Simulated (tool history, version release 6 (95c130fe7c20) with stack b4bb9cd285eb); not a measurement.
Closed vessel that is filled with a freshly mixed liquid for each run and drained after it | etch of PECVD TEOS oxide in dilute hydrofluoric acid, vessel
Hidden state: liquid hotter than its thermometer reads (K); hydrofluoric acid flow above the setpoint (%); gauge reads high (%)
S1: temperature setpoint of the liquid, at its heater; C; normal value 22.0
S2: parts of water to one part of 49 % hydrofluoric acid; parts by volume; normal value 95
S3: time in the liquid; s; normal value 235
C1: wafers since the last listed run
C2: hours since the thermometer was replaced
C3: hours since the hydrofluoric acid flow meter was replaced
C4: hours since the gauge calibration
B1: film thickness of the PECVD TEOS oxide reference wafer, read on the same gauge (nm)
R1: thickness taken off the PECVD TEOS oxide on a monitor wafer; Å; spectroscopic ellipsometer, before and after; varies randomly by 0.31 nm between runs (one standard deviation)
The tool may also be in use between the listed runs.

run	hour	S1	S2	S3	C1	C2	C3	C4	B1	R1
1	0.0	22.0	95	235	0	664.9	1635.1	1753.7	119.93	468.0
2	156.2	22.0	95	235	12870	821.1	1791.3	1909.9	120.02	465.8
3	261.1	22.0	95	235	8643	926.0	1896.2	2014.8	120.00	468.0
4	322.1	22.0	95	235	5026	987.0	1957.2	2075.8	119.99	473.1
5	426.2	22.0	95	235	8577	1091.1	2061.3	2179.9	120.03	476.4
6	519.1	22.0	55	235	7655	1184.0	2154.2	2272.8	120.01	864.5
7	596.5	22.0	105	235	6377	1261.4	2231.6	2350.2	120.04	433.5
# hour 649.7: thermometer replaced
8	688.9	22.0	95	235	7531	39.2	2324.0	2442.6	119.98	450.9
9	778.6	22.0	95	235	7391	128.9	2413.7	2532.3	119.99	456.3
10	873.2	22.0	95	235	7795	223.5	2508.3	2626.9	120.01	455.8
# hour 889.9: hydrofluoric acid flow meter replaced
11	980.8	22.0	95	235	8783	331.1	90.9	2734.5	120.07	443.6
12	1033.7	22.0	95	235	4358	384.0	143.8	2787.4	119.96	440.8
13	1107.7	22.0	85	235	6097	458.0	217.8	2861.4	120.00	502.8
14	1172.7	23.0	95	235	5356	523.0	282.8	2926.4	120.02	463.4
15	1249.6	23.0	95	235	6336	599.9	359.7	3003.3	120.01	466.1
16	1355.1	23.0	95	235	8693	705.4	465.2	3108.8	120.00	472.9
17	1414.5	24.0	125	195	4894	764.8	524.6	3168.2	120.01	301.7
18	1467.6	20.5	65	235	4375	817.9	577.7	3221.3	119.97	642.6
# hour 1497.3: gauge calibrated
19	1515.5	25.0	95	235	3946	865.8	625.6	18.2	120.06	518.9
20	1593.3	25.0	65	235	6410	943.6	703.4	96.0	119.99	786.5
21	1644.5	18.5	95	165	4218	994.8	754.6	147.2	120.04	278.6
22	1709.7	22.0	95	235	5372	1060.0	819.8	212.4	119.97	457.5
23	1784.1	22.0	115	295	6130	1134.4	894.2	286.8	120.01	473.3
24	1850.7	25.5	95	325	5487	1201.0	960.8	353.4	119.97	734.1
# hour 1867.8: thermometer replaced
25	1935.1	26.5	75	185	6872	67.3	1045.2	437.8	119.93	540.9
26	2006.6	18.5	95	295	5891	138.8	1116.7	509.3	120.00	483.4
27	2094.4	22.0	95	235	7234	226.6	1204.5	597.1	120.00	450.8
28	2138.6	22.0	95	235	3642	270.8	1248.7	641.3	120.00	448.6
29	2214.1	24.5	95	235	6221	346.3	1324.2	716.8	120.04	494.3
30	2299.7	22.0	95	235	7053	431.9	1409.8	802.4	120.04	451.5
31	2389.3	26.5	50	235	7383	521.5	1499.4	892.0	119.97	1098.6
32	2477.3	20.5	125	320	7251	609.5	1587.4	980.0	119.96	431.6

What was the tool's hidden state at every run in the log?
gauge reads high (%): 0, the same for each run
H1: liquid hotter than its thermometer reads (K)
H2: hydrofluoric acid flow above the setpoint (%)
run	H1	H2
1	0.964	3.11
2	1.15	3.35
3	1.27	3.51
4	1.35	3.61
5	1.47	3.77
6	1.58	3.91
7	1.67	4.03
8	0.109	4.17
9	0.216	4.31
10	0.329	4.46
11	0.457	0.463
12	0.52	0.545
13	0.608	0.659
14	0.686	0.76
15	0.777	0.879
16	0.903	1.04
17	0.974	1.13
18	1.04	1.22
19	1.09	1.29
20	1.19	1.41
21	1.25	1.49
22	1.33	1.59
23	1.41	1.71
24	1.49	1.81
25	0.118	1.94
26	0.203	2.05
27	0.308	2.19
28	0.361	2.26
29	0.451	2.37
30	0.553	2.51
31	0.659	2.64
32	0.764	2.78
